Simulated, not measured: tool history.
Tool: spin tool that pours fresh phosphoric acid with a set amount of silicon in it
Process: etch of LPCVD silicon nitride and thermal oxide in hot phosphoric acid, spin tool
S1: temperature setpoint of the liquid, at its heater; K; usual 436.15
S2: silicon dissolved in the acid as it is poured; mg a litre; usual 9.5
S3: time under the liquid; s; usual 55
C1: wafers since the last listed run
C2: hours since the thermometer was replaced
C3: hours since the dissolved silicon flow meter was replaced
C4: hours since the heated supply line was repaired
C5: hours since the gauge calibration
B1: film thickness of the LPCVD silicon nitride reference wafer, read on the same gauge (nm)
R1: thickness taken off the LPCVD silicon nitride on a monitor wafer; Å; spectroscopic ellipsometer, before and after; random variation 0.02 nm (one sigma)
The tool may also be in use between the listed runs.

run,hour,S1,S2,S3,C1,C2,C3,C4,C5,B1,R1
1,0,436.15,9.5,55,0,2260.3,2250.4,2377.8,64.7,100.05,57.5
2,16.2,436.15,9.5,55,227,2276.5,2266.6,2394,80.9,99.97,57.8
3,29.6,436.15,9.5,55,188,2289.9,2280,2407.4,94.3,99.97,57.6
# hour 39.7: gauge calibrated
4,40.7,436.15,9.5,55,155,2301,2291.1,2418.5,1,99.98,57.5
5,52.2,436.15,9.5,55,161,2312.5,2302.6,2430,12.5,100,57.5
6,58.3,436.15,9.5,55,85,2318.6,2308.7,2436.1,18.6,100.02,57.7
7,66.9,434.15,9.5,65,120,2327.2,2317.3,2444.7,27.2,99.98,63.6
# hour 71.6: dissolved silicon flow meter replaced
# hour 77: thermometer replaced
8,80.5,434.15,9.5,65,162,3.5,8.9,2458.3,40.8,99.98,63.5
9,90.6,434.65,6.5,55,141,13.6,19,2468.4,50.9,99.98,54.6
10,107.9,436.15,9.5,55,242,30.9,36.3,2485.7,68.2,99.98,57.4
# hour 117.8: heated supply line repaired
11,119.2,436.15,12,55,144,42.2,47.6,1.4,79.5,99.99,57.7
12,132,434.65,12,45,179,55,60.4,14.2,92.3,100.02,45
# hour 139.9: gauge calibrated
13,143.6,436.15,9.5,55,162,66.6,72,25.8,3.7,99.99,57.6
14,158.9,436.15,9.5,80,214,81.9,87.3,41.1,19,100.03,83.9

Forecast run 15:
15,168,436.15,9.5,55,127,91,96.4,50.2,28.1,?,?

B1: 100.01
R1: 57.6 Å
Without the tool's hidden state the same run would have given R1 57.6 Å.

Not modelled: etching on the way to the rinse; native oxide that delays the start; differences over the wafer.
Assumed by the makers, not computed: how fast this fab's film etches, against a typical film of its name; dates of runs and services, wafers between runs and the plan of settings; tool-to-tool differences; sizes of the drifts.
